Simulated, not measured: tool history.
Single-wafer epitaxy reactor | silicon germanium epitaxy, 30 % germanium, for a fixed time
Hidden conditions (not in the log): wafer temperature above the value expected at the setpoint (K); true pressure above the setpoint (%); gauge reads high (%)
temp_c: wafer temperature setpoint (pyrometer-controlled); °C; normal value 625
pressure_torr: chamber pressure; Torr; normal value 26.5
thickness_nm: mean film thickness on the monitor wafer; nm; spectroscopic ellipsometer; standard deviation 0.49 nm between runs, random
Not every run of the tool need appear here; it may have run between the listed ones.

| run | hour | temp_c | pressure_torr | wafers since the last listed run | hours since the last pyrometer calibration | hours since the last manometer calibration | hours since the showerhead was replaced | hours since the gauge calibration | read-back reference wafer on the same gauge, thickness_nm | thickness_nm |
|---|---|---|---|---|---|---|---|---|---|---|
| 1 | 0 | 619 | 28.4 | 0 | 1100.9 | 2413.8 | 6411.1 | 72.5 | 121.169 | 95.617 |
| 2 | 14.1 | 625 | 26.5 | 312 | 1115 | 2427.9 | 6425.2 | 86.6 | 120.801 | 102.253 |
| 3 | 31.2 | 625 | 26.5 | 378 | 1132.1 | 2445 | 6442.3 | 103.7 | 121 | 102.288 |
| 4 | 52.5 | 625 | 26.5 | 471 | 1153.4 | 2466.3 | 6463.6 | 125 | 120.92 | 102.245 |
| 5 | 65.1 | 625 | 26.5 | 278 | 1166 | 2478.9 | 6476.2 | 137.6 | 120.989 | 101.482 |
| 6 | 79.5 | 625 | 26.5 | 318 | 1180.4 | 2493.3 | 6490.6 | 152 | 120.769 | 101.841 |
| 7 | 88.3 | 629 | 26.5 | 194 | 1189.2 | 2502.1 | 6499.4 | 160.8 | 121.005 | 106.578 |
| 8 | 94.3 | 629 | 26.5 | 132 | 1195.2 | 2508.1 | 6505.4 | 166.8 | 120.902 | 108.009 |
| 9 | 104 | 625 | 24.1 | 214 | 1204.9 | 2517.8 | 6515.1 | 176.5 | 120.779 | 98.469 |
|  | 114.8 | capacitance manometer re-zeroed and calibrated |
|  | 123 | pyrometer calibrated |
| 10 | 123.5 | 625 | 24.1 | 77 | 0.5 | 8.7 | 6534.6 | 196 | 120.888 | 106.85 |
| 11 | 129.9 | 625 | 24.1 | 141 | 6.9 | 15.1 | 6541 | 202.4 | 121.083 | 106.411 |
| 12 | 136 | 625 | 26.5 | 135 | 13 | 21.2 | 6547.1 | 208.5 | 120.917 | 109.793 |
| 13 | 150.5 | 625 | 26.5 | 321 | 27.5 | 35.7 | 6561.6 | 223 | 121.032 | 110.48 |
| 14 | 201.1 | 625 | 26.5 | 1120 | 78.1 | 86.3 | 6612.2 | 273.6 | 121.29 | 110.017 |
|  | 207.4 | gauge calibrated |
|  | 215.3 | showerhead replaced |
| 15 | 215.8 | 636 | 22.2 | 148 | 92.8 | 101 | 0.5 | 8.4 | 121.106 | 122.575 |
| 16 | 229.5 | 637 | 31.1 | 303 | 106.5 | 114.7 | 14.2 | 22.1 | 120.87 | 137.176 |
| 17 | 240 | 625 | 26.5 | 232 | 117 | 125.2 | 24.7 | 32.6 | 121.189 | 109.831 |
| 18 | 251 | 625 | 26.5 | 243 | 128 | 136.2 | 35.7 | 43.6 | 120.751 | 110.078 |
| 19 | 258.3 | 625 | 26.5 | 161 | 135.3 | 143.5 | 43 | 50.9 | 120.924 | 109.393 |
| 20 | 272.6 | 614 | 32.9 | 316 | 149.6 | 157.8 | 57.3 | 65.2 | 121.151 | 99.051 |
| 21 | 287.8 | 629 | 22.8 | 336 | 164.8 | 173 | 72.5 | 80.4 | 120.972 | 112.528 |
| 22 | 296.2 | 625 | 31.3 | 185 | 173.2 | 181.4 | 80.9 | 88.8 | 121.096 | 114.971 |
| 23 | 302.3 | 617 | 26.5 | 135 | 179.3 | 187.5 | 87 | 94.9 | 121.111 | 97.189 |
| 24 | 310.9 | 637 | 29.9 | 190 | 187.9 | 196.1 | 95.6 | 103.5 | 121.206 | 137.285 |
| 25 | 324.5 | 617 | 30.6 | 301 | 201.5 | 209.7 | 109.2 | 117.1 | 120.995 | 101.737 |
| 26 | 340.1 | 630 | 30.6 | 345 | 217.1 | 225.3 | 124.8 | 132.7 | 121.072 | 123.847 |

Consider 4 possible next runs. They are alternatives, not a sequence: every one starts from the tool as it was left by run 26. What does each give?
| A | 340.5 | 625 | 28.4 | 8 | 217.5 | 225.7 | 125.2 | 133.1 | ? | ? |
| B | 340.5 | 616 | 21.9 | 8 | 217.5 | 225.7 | 125.2 | 133.1 | ? | ? |
| C | 340.5 | 625 | 21.3 | 8 | 217.5 | 225.7 | 125.2 | 133.1 | ? | ? |
| D | 340.5 | 639 | 24.6 | 8 | 217.5 | 225.7 | 125.2 | 133.1 | ? | ? |

| run | read-back reference wafer on the same gauge, thickness_nm | thickness_nm |
|---|---|---|
| A | 121.08 | 112.256 |
| B | 121.08 | 90.311 |
| C | 121.08 | 102.796 |
| D | 121.08 | 132.366 |
Without the tool's hidden state the same runs would have given:
| run | thickness_nm |
|---|---|
| A | 110.927 |
| B | 89.222 |
| C | 101.579 |
| D | 130.841 |
